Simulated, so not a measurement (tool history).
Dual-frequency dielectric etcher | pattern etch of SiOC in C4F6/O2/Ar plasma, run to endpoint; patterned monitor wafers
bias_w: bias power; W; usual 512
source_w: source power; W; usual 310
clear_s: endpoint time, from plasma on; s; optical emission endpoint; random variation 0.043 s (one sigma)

run	day	bias_w	source_w	wafers since the last listed run	hours since the last wet clean	hours since the last bias power generator calibration	hours since the last source power generator calibration	hours since the last upper electrode change	incoming incoming film thickness, nm	clear_s
1	0	512	280	0	517.6	3130.3	2922.4	4708.4	39.79	15.4
# day 0.792: wet clean of the chamber
2	2.621	512	350	783	43.9	3193.2	2985.3	4771.3	39.5	13.9
3	4.558	512	310	829	90.4	3239.7	3031.8	4817.8	39.55	14.5
4	6.646	512	310	893	140.5	3289.8	3081.9	4867.9	39.64	14.7
5	8.192	512	310	661	177.6	3326.9	3119	4905	39.66	14.6
6	10.15	512	290	838	224.6	3373.9	3166	4952	39.33	14.8
7	12.054	512	310	814	270.3	3419.6	3211.7	4997.7	39.64	14.7
8	13.762	512	310	731	311.3	3460.6	3252.7	5038.7	39.45	14.7
# day 15.038: bias power generator calibrated
9	15.208	512	310	547	346	4.1	3287.4	5073.4	39.63	14.8
10	16.833	512	310	695	385	43.1	3326.4	5112.4	39.69	14.9
# day 18.046: source power generator calibrated
11	18.962	512	310	839	436.1	94.2	22	5163.5	39.81	14.9
# day 21.475: wet clean of the chamber
# day 21.892: upper electrode replaced
12	21.912	512	260	656	10.5	165	92.8	0.5	39.54	15.3
13	22.933	416	330	436	35	189.5	117.3	25	39.51	15.2
14	25.033	512	310	898	85.4	239.9	167.7	75.4	39.75	14.6
15	27.875	555	260	1216	153.6	308.1	235.9	143.6	39.51	14.9
16	30.025	563	280	920	205.2	359.7	287.5	195.2	39.53	14.5
17	31.838	512	310	775	248.7	403.2	331	238.7	39.57	14.7
18	33.079	474	390	531	278.5	433	360.8	268.5	39.78	14.1
19	35.712	458	250	1127	341.7	496.2	424	331.7	39.8	16.4
20	37.575	447	280	797	386.4	540.9	468.7	376.4	39.73	16.1
21	39.425	630	250	791	430.8	585.3	513.1	420.8	39.65	14.7
22	41.058	628	240	699	470	624.5	552.3	460	39.99	15.1
23	42.496	562	310	615	504.5	659	586.8	494.5	39.77	14.5

Forecast run 24:
# day 45.296: wet clean of the chamber
24	45.317	512	310	779	0.5	726.7	654.5	562.2	39.66	?

{"run 24": {"clear_s": 14.5}}
Without the tool's hidden state the same run would have given clear_s 14.4 s.
